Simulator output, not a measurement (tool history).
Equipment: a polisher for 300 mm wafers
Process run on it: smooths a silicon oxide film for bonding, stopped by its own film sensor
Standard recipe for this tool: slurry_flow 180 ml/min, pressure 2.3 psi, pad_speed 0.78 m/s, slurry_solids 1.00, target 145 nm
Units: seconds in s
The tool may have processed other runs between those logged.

run   hour  slurry_flow  pressure  pad_speed  slurry_solids  target  incoming thickness of the incoming film, nm  seconds
  1    0.0          180       2.3       0.78           1.00     145                                        186.7     72.6
       9.3  -- slurry blender recalibrated
  2   10.6          150       2.3       0.78           1.00     145                                        187.0     78.3
  3   21.5          150       2.3       0.78           1.00     145                                        192.3     89.8
      27.4  -- worn pad replaced by a new one
  4   33.6          180       2.3       0.78           1.00     145                                        187.7     67.8
  5   50.9          180       2.3       0.78           1.00     145                                        189.5     73.5
  6   62.9          180       2.3       0.62           1.00     145                                        190.0     85.0
  7   79.5          180       2.3       0.78           1.00     145                                        189.6     76.5
  8   86.9          195       2.3       0.78           1.00     145                                        186.3     71.3
  9   97.4          195       2.3       0.78           1.00     145                                        189.6     76.2
 10  115.3          180       2.3       0.78           0.85     129                                        188.4    114.7
     128.6  -- slurry nozzle cleaned
 11  129.1          180       2.3       0.86           0.90     135                                        192.8    104.5
     138.0  -- worn pad replaced by a new one
     140.4  -- head pressure recalibrated
 12  140.9          180       2.3       0.78           1.00     145                                        188.3     70.1
 13  143.7          180       2.3       1.04           0.85     145                                        191.4     69.1
 14  150.2          180       2.3       1.04           0.85     145                                        189.2     64.6
 15  160.5          245       1.7       0.78           1.00     149                                        188.3     83.9
 16  172.1          240       2.1       0.78           0.75     145                                        187.7     86.9
     187.7  -- slurry blender recalibrated
 17  211.2          180       1.5       1.02           1.10     145                                        191.0     98.1
 18  223.1          180       3.1       0.78           1.00     135                                        191.4     71.3
 19  240.3          180       2.3       0.78           1.00     145                                        191.6     84.6

Consider 5 possible next runs. They are alternatives, not a sequence: every one starts from the tool as it was left by run 19. What does each give?
  A  240.7          180       2.3       0.78           1.00     145                                        189.8        ?
  B  240.7          180       1.8       0.78           1.00     145                                        189.8        ?
  C  240.7          180       2.3       1.04           1.25     145                                        189.8        ?
  D  240.7          130       2.3       0.64           1.00     145                                        189.8        ?
  E  240.7          130       1.5       0.88           1.00     145                                        189.8        ?

run  seconds
  A     81.8
  B    104.2
  C     63.6
  D     93.6
  E    121.1
Take away the tool's hidden state, keep each run's random variation, and the runs would have read:
run  seconds
  A     71.7
  B     91.3
  C     55.7
  D     82.0
  E    106.1

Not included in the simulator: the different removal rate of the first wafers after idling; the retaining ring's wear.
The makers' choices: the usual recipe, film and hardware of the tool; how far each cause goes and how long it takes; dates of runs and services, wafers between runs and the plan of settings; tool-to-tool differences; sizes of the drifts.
